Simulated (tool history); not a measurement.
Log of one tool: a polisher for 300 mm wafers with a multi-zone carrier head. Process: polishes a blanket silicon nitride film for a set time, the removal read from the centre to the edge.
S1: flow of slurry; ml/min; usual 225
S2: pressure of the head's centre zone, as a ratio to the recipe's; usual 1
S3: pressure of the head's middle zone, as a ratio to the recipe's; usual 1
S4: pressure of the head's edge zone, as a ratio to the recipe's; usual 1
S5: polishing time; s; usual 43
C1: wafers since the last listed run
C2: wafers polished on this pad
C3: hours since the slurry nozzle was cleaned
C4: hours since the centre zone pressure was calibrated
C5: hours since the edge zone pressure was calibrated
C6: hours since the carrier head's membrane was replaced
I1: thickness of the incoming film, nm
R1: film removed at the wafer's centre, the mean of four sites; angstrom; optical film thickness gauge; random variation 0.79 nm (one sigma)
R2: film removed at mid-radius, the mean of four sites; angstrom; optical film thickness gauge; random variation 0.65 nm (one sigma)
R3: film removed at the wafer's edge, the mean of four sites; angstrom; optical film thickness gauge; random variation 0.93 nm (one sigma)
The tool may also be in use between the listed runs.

run	hour	S1	S2	S3	S4	S5	C1	C2	C3	C4	C5	C6	I1	R1	R2	R3
1	0	225	1	1.06	1	52	0	652	577.3	523.7	608.2	540.5	600.4	1045	1139	1090
2	95.6	225	1	1	1	43	1017	1670	672.9	619.3	703.8	636.1	604.2	858	889	909
3	181.5	225	1	1	1	43	914	2585	758.8	705.2	789.7	722	600.5	838	888	909
# hour 204.3: centre zone pressure recalibrated
# hour 221: slurry nozzle cleaned
4	231	225	1	1	1	43	495	3080	10	26.7	839.2	771.5	596.5	883	892	891
5	270.8	225	1	1	1	43	423	3504	49.8	66.5	879	811.3	599	879	881	912
# hour 275.5: worn pad replaced by a new one
6	435	225	1.04	1	1	43	1705	1697	214	230.7	1043.2	975.5	596.7	892	883	901
7	530.8	225	1.04	1	1	43	1019	2717	309.8	326.5	1139	1071.3	602.5	905	876	914
# hour 591.1: worn pad replaced by a new one
8	624.6	225	1	1	1	43	956	356	403.6	420.3	1232.8	1165.1	601.8	858	875	903
9	688.6	190	0.97	1	1	43	681	1038	467.6	484.3	1296.8	1229.1	600.4	806	880	905
10	772.2	200	1	1	1	39	890	1928	551.2	567.9	1380.4	1312.7	599.5	753	803	818
11	819.3	225	0.95	1	1	52	501	2429	598.3	615	1427.5	1359.8	593.9	967	1081	1088
12	868.6	225	1	1	1	58	524	2954	647.6	664.3	1476.8	1409.1	589.9	1132	1194	1238
# hour 895.5: worn pad replaced by a new one
# hour 906.8: centre zone pressure recalibrated
# hour 929.9: edge zone pressure recalibrated
13	976.5	225	1	1	1	43	1063	819	755.5	69.7	46.6	1517	604.9	903	882	916
# hour 1026.2: carrier head's membrane replaced by a new one
14	1064.9	225	1	1	1	43	887	1707	843.9	158.1	135	38.7	602.3	892	888	901
# hour 1134.3: slurry nozzle cleaned
# hour 1162.1: worn pad replaced by a new one
15	1162.6	225	1	1.08	1	43	986	5	28.3	255.8	232.7	136.4	600.9	871	957	915
16	1266.3	225	0.88	0.92	0.89	43	1104	1109	132	359.5	336.4	240.1	589.6	763	829	864
17	1335.5	275	1	1	1.05	43	736	1846	201.2	428.7	405.6	309.3	605.8	889	903	949
18	1381.3	225	1	0.91	1	43	487	2333	247	474.5	451.4	355.1	594.5	857	812	914
# hour 1455.7: worn pad replaced by a new one
19	1480.2	190	0.97	1	1	43	1010	260	345.9	573.4	550.3	454	595.1	806	870	880

Forecast each of these 4 alternatives for the next run:
A	1480.6	225	1	1.04	1	43	4	265	346.3	573.8	550.7	454.4	603.1	?	?	?
B	1480.6	225	1	1	1.04	28	4	265	346.3	573.8	550.7	454.4	603.1	?	?	?
C	1480.6	225	1.08	1	1.09	43	4	265	346.3	573.8	550.7	454.4	603.1	?	?	?
D	1480.6	270	0.92	1	0.91	30	4	265	346.3	573.8	550.7	454.4	603.1	?	?	?

run	R1	R2	R3
A	850	923	915
B	553	581	607
C	918	892	955
D	557	635	620
Without the tool's hidden state the same runs would have given:
run	R1	R2	R3
A	899	923	915
B	585	581	607
C	971	892	955
D	590	635	620

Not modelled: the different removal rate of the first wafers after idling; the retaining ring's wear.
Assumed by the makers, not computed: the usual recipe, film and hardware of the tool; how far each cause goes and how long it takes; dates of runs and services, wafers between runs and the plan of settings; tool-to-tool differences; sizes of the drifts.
